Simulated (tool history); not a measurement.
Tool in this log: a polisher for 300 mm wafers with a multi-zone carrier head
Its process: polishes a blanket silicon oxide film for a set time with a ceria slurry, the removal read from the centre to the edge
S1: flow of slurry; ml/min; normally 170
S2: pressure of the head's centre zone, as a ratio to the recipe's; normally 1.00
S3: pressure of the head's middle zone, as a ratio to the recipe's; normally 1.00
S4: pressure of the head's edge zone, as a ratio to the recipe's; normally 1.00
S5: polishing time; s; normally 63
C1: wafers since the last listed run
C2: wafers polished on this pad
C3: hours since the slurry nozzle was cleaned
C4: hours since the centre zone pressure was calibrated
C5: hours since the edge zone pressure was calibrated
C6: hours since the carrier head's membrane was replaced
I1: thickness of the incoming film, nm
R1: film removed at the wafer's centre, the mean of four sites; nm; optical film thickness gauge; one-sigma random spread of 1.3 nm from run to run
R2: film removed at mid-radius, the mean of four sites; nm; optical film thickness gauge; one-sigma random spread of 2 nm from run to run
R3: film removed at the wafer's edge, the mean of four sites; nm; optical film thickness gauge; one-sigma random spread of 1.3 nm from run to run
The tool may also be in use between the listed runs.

run 1 hour=0.0 | S1=170 S2=1.00 S3=1.00 S4=0.95 S5=63 | C1=0 C2=1855 C3=413.5 C4=596.1 C5=206.6 C6=241.5 | I1=1187.2 | R1=167.4 R2=169.8 R3=176.5
run 2 hour=22.2 | S1=170 S2=1.00 S3=1.00 S4=1.00 S5=63 | C1=248 C2=2104 C3=435.7 C4=618.3 C5=228.8 C6=263.7 | I1=1188.8 | R1=164.7 R2=168.0 R3=180.0
-- hour=50.6 worn pad replaced by a new one, of another model than before
run 3 hour=56.7 | S1=170 S2=1.00 S3=1.00 S4=1.00 S5=72 | C1=341 C2=68 C3=470.2 C4=652.8 C5=263.3 C6=298.2 | I1=1193.0 | R1=205.1 R2=201.9 R3=214.2
-- hour=61.6 slurry nozzle cleaned
run 4 hour=80.2 | S1=170 S2=0.92 S3=0.93 S4=1.00 S5=63 | C1=252 C2=320 C3=18.6 C4=676.3 C5=286.8 C6=321.7 | I1=1177.7 | R1=172.5 R2=173.7 R3=194.4
run 5 hour=95.7 | S1=170 S2=1.07 S3=0.94 S4=1.00 S5=63 | C1=173 C2=493 C3=34.1 C4=691.8 C5=302.3 C6=337.2 | I1=1180.3 | R1=197.1 R2=175.5 R3=193.3
run 6 hour=131.8 | S1=170 S2=1.00 S3=1.00 S4=0.97 S5=83 | C1=404 C2=898 C3=70.2 C4=727.9 C5=338.4 C6=373.3 | I1=1190.9 | R1=245.1 R2=241.7 R3=250.6
-- hour=149.1 centre zone pressure recalibrated
run 7 hour=156.4 | S1=170 S2=1.00 S3=1.00 S4=1.00 S5=63 | C1=253 C2=1151 C3=94.8 C4=7.3 C5=363.0 C6=397.9 | I1=1188.8 | R1=185.5 R2=182.5 R3=191.5
-- hour=164.2 edge zone pressure recalibrated
run 8 hour=180.8 | S1=170 S2=1.06 S3=1.00 S4=1.00 S5=63 | C1=251 C2=1402 C3=119.2 C4=31.7 C5=16.6 C6=422.3 | I1=1183.5 | R1=197.6 R2=185.7 R3=191.2
run 9 hour=201.9 | S1=205 S2=1.05 S3=1.00 S4=1.00 S5=75 | C1=236 C2=1639 C3=140.3 C4=52.8 C5=37.7 C6=443.4 | I1=1163.5 | R1=233.2 R2=221.7 R3=228.0
run 10 hour=232.3 | S1=170 S2=1.12 S3=0.97 S4=1.05 S5=63 | C1=340 C2=1980 C3=170.7 C4=83.2 C5=68.1 C6=473.8 | I1=1194.1 | R1=203.9 R2=174.7 R3=195.2
run 11 hour=251.2 | S1=125 S2=1.00 S3=1.00 S4=1.00 S5=63 | C1=211 C2=2191 C3=189.6 C4=102.1 C5=87.0 C6=492.7 | I1=1199.5 | R1=175.5 R2=178.6 R3=182.5
-- hour=262.6 carrier head's membrane replaced by a new one
run 12 hour=286.8 | S1=170 S2=1.08 S3=0.92 S4=1.00 S5=83 | C1=342 C2=2534 C3=225.2 C4=137.7 C5=122.6 C6=24.2 | I1=1190.9 | R1=259.1 R2=221.8 R3=250.5

Run 13 has not been measured yet. What should we expect?
-- hour=292.4 worn pad replaced by a new one
run 13 hour=310.6 | S1=170 S2=1.00 S3=1.00 S4=1.00 S5=63 | C1=221 C2=204 C3=249.0 C4=161.5 C5=146.4 C6=48.0 | I1=1172.9 | R1=? R2=? R3=?

For run 13 the tool returned R1 180.7 nm, R2 185.4 nm, R3 189.1 nm.
Minus the tool's unlogged condition, the same run would have read R1 188.3 nm, R2 192.2 nm, R3 194.2 nm.
